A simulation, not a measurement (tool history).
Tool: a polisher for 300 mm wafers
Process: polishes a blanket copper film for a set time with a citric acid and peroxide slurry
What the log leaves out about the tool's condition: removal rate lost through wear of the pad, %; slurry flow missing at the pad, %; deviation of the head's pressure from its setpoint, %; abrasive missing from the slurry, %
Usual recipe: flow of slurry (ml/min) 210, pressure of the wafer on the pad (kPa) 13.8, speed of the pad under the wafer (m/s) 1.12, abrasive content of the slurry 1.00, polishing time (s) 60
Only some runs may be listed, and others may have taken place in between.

run	hour	flow of slurry (ml/min)	pressure of the wafer on the pad (kPa)	speed of the pad under the wafer (m/s)	abrasive content of the slurry	polishing time (s)	wafers since the last listed run	wafers polished on this pad	hours since the slurry nozzle was cleaned	hours since the head pressure was calibrated	hours since the slurry blender was calibrated	incoming thickness of the incoming film, nm	film removed (Å)
1	0.0	210	13.8	1.12	1.00	60	0	23	363.1	904.3	14.7	1179.9	1184
2	27.9	210	13.8	1.12	1.00	60	291	314	391.0	932.2	42.6	1190.2	1190
3	55.7	210	13.8	1.12	1.00	60	290	604	418.8	960.0	70.4	1172.5	1191
# hour 71.6: head pressure recalibrated
# hour 162.3: slurry nozzle cleaned
4	173.8	210	13.8	1.12	1.00	60	1202	1807	11.5	102.2	188.5	1181.7	1150
5	215.1	210	13.8	1.12	1.00	60	431	2238	52.8	143.5	229.8	1204.3	1148
6	247.6	210	13.8	1.12	1.00	60	339	2578	85.3	176.0	262.3	1197.5	1111
7	285.4	210	13.8	1.12	1.00	60	394	2972	123.1	213.8	300.1	1194.7	1128
# hour 294.4: worn pad replaced by a new one
8	345.1	210	13.8	1.12	1.00	60	581	530	182.8	273.5	359.8	1186.0	1103
9	391.2	210	13.8	1.12	1.00	60	481	1011	228.9	319.6	405.9	1172.5	1105
10	423.8	210	13.8	1.12	1.00	60	340	1352	261.5	352.2	438.5	1193.7	1104
# hour 448.7: slurry blender recalibrated
11	485.9	210	13.8	1.12	0.85	60	627	1979	323.6	414.3	37.2	1180.0	1121
12	522.5	250	13.8	1.12	1.00	60	382	2362	360.2	450.9	73.8	1207.4	1203
13	591.8	230	13.8	1.12	1.00	60	723	3085	429.5	520.2	143.1	1191.4	1122
# hour 598.3: worn pad replaced by a new one
14	641.6	210	13.8	1.12	1.00	60	478	451	479.3	570.0	192.9	1208.3	1126
15	693.0	180	11.0	0.78	1.25	60	536	988	530.7	621.4	244.3	1182.4	683
16	731.8	210	13.8	1.12	1.00	44	405	1394	569.5	660.2	283.1	1189.6	833
17	771.1	260	13.8	1.12	1.00	60	410	1804	608.8	699.5	322.4	1192.8	1117
# hour 794.1: slurry nozzle cleaned
18	797.4	210	13.8	1.12	1.00	60	264	2068	3.3	725.8	348.7	1173.9	1077
# hour 833.5: worn pad replaced by a new one, of another model than before
19	838.0	210	9.0	1.12	1.30	46	382	46	43.9	766.4	389.3	1175.4	701
# hour 877.1: head pressure recalibrated
# hour 883.2: slurry blender recalibrated
20	891.1	210	13.8	1.12	1.00	60	512	559	97.0	14.0	7.9	1206.2	1178
21	962.6	210	13.8	1.12	1.00	66	746	1306	168.5	85.5	79.4	1194.7	1300
22	1028.3	210	12.4	1.12	1.20	60	686	1992	234.2	151.2	145.1	1187.5	1151
23	1063.4	210	13.8	1.26	1.25	54	366	2359	269.3	186.3	180.2	1188.8	1182
# hour 1070.0: worn pad replaced by a new one
24	1093.0	210	13.8	1.12	1.00	47	267	240	298.9	215.9	209.8	1194.8	911
25	1151.4	210	15.2	1.12	1.00	60	609	850	357.3	274.3	268.2	1168.5	1166
26	1219.7	210	13.8	1.12	1.00	60	713	1563	425.6	342.6	336.5	1177.9	1099
27	1277.3	210	13.8	1.12	1.00	60	601	2165	483.2	400.2	394.1	1200.4	1116
# hour 1303.7: worn pad replaced by a new one
28	1338.9	210	13.8	0.98	1.00	42	601	367	544.8	461.8	455.7	1203.7	710

Below are 5 alternative next runs, each starting from the tool's condition after run 28. Predict each:
A	1339.3	210	13.8	1.12	1.00	60	4	371	545.2	462.2	456.1	1192.5	?
B	1339.3	210	15.9	0.78	1.00	60	4	371	545.2	462.2	456.1	1192.5	?
C	1339.3	210	9.7	1.12	1.00	60	4	371	545.2	462.2	456.1	1192.5	?
D	1339.3	235	15.2	1.12	1.00	71	4	371	545.2	462.2	456.1	1192.5	?
E	1339.3	210	13.8	1.12	0.70	60	4	371	545.2	462.2	456.1	1192.5	?

run	film removed (Å)
A	1086
B	940
C	917
D	1358
E	977
With the hidden condition removed and each run's random variation left untouched, the same runs would have given:
run	film removed (Å)
A	1215
B	1052
C	1026
D	1519
E	1084

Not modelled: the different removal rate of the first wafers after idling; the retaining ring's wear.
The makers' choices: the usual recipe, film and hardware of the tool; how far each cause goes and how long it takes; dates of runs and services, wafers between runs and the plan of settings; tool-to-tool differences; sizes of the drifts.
